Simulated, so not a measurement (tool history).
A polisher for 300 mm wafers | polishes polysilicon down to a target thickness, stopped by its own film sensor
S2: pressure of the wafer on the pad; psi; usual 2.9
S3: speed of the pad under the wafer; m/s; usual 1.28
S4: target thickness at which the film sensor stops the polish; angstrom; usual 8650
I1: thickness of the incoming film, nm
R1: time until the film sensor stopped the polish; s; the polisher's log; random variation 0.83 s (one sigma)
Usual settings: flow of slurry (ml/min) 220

Run 1, hour 0.0: usual settings; I1 1732.6. Result: R1 74.7 s.
Run 2, hour 76.3: usual settings; I1 1740.3. Result: R1 74.4 s.
At hour 85.7: slurry nozzle cleaned.
Run 3, hour 144.6: usual settings; I1 1744.0. Result: R1 73.2 s.
Run 4, hour 196.3: usual settings; I1 1738.9. Result: R1 73.2 s.
At hour 216.5: head pressure recalibrated.
Run 5, hour 255.4: usual settings; I1 1756.6. Result: R1 73.7 s.
At hour 336.1: worn pad replaced by a new one.
Run 6, hour 384.6: usual settings; I1 1757.3. Result: R1 75.6 s.
At hour 618.4: slurry nozzle cleaned.
At hour 689.8: head pressure recalibrated.
Run 7, hour 690.3: usual settings but flow of slurry (ml/min) 235; I1 1755.7. Result: R1 74.5 s.
Run 8, hour 740.2: usual settings but flow of slurry (ml/min) 235; I1 1738.1. Result: R1 74.3 s.
Run 9, hour 797.8: usual settings; I1 1737.9. Result: R1 73.8 s.
At hour 840.3: worn pad replaced by a new one.
Run 10, hour 878.2: usual settings; I1 1754.9. Result: R1 75.1 s.
Run 11, hour 921.1: usual settings; I1 1749.1. Result: R1 74.9 s.
Run 12, hour 969.4: usual settings; I1 1750.7. Result: R1 75.4 s.
Run 13, hour 1041.6: usual settings but flow of slurry (ml/min) 155, S4 10200 angstrom; I1 1718.3. Result: R1 62.3 s.
Run 14, hour 1078.4: usual settings but S3 1.64 m/s; I1 1744.0. Result: R1 58.4 s.
At hour 1096.9: slurry nozzle cleaned.
Run 15, hour 1130.7: usual settings but S3 1.04 m/s; I1 1760.8. Result: R1 90.7 s.
At hour 1141.1: head pressure recalibrated.
At hour 1325.0: worn pad replaced by a new one, of another model than before.
Run 16, hour 1356.5: usual settings; I1 1762.5. Result: R1 79.1 s.
Run 17, hour 1459.7: usual settings but flow of slurry (ml/min) 175, S4 6720 angstrom; I1 1735.7. Result: R1 101.6 s.
At hour 1507.8: slurry nozzle cleaned.
At hour 1623.0: head pressure recalibrated.
Run 18, hour 1704.3: usual settings; I1 1725.2. Result: R1 74.3 s.
Run 19, hour 1741.6: usual settings but flow of slurry (ml/min) 280; I1 1718.7. Result: R1 71.0 s.
At hour 1810.1: worn pad replaced by a new one.
Run 20, hour 1853.7: usual settings but S2 1.9 psi, S4 10390 angstrom; I1 1744.2. Result: R1 80.8 s.
Run 21, hour 1960.1: usual settings but S3 1.42 m/s, S4 6000 angstrom; I1 1733.6. Result: R1 96.1 s.
At hour 2023.8: slurry nozzle cleaned.
Run 22, hour 2057.4: usual settings; I1 1699.7. Result: R1 71.2 s.
Run 23, hour 2135.8: usual settings but S2 2.6 psi, S3 1.44 m/s; I1 1762.9. Result: R1 78.8 s.
At hour 2155.0: head pressure recalibrated.
Run 24, hour 2240.4: usual settings; I1 1740.9. Result: R1 79.1 s.
At hour 2280.9: worn pad replaced by a new one.
Run 25, hour 2355.6: usual settings but S2 3.8 psi, S4 7620 angstrom; I1 1753.2. Result: R1 75.8 s.

5 ways to go on from here, each from the tool as it stands after run 25. What would each give?
Run A, hour 2356.0: usual settings but S3 1.62 m/s; I1 1749.9. Result: R1 ?.
Run B, hour 2356.0: usual settings but flow of slurry (ml/min) 240; I1 1749.9. Result: R1 ?.
Run C, hour 2356.0: usual settings but flow of slurry (ml/min) 270, S2 2.0 psi, S4 7210 angstrom; I1 1749.9. Result: R1 ?.
Run D, hour 2356.0: usual settings but flow of slurry (ml/min) 280, S3 1.00 m/s, S4 9880 angstrom; I1 1749.9. Result: R1 ?.
Run E, hour 2356.0: usual settings but S2 3.2 psi; I1 1749.9. Result: R1 ?.

run     R1
  A   71.3
  B   79.4
  C  112.6
  D   74.6
  E   76.0
Without the tool's hidden state the same runs would have given:
run     R1
  A   63.1
  B   71.0
  C  101.9
  D   67.8
  E   67.3

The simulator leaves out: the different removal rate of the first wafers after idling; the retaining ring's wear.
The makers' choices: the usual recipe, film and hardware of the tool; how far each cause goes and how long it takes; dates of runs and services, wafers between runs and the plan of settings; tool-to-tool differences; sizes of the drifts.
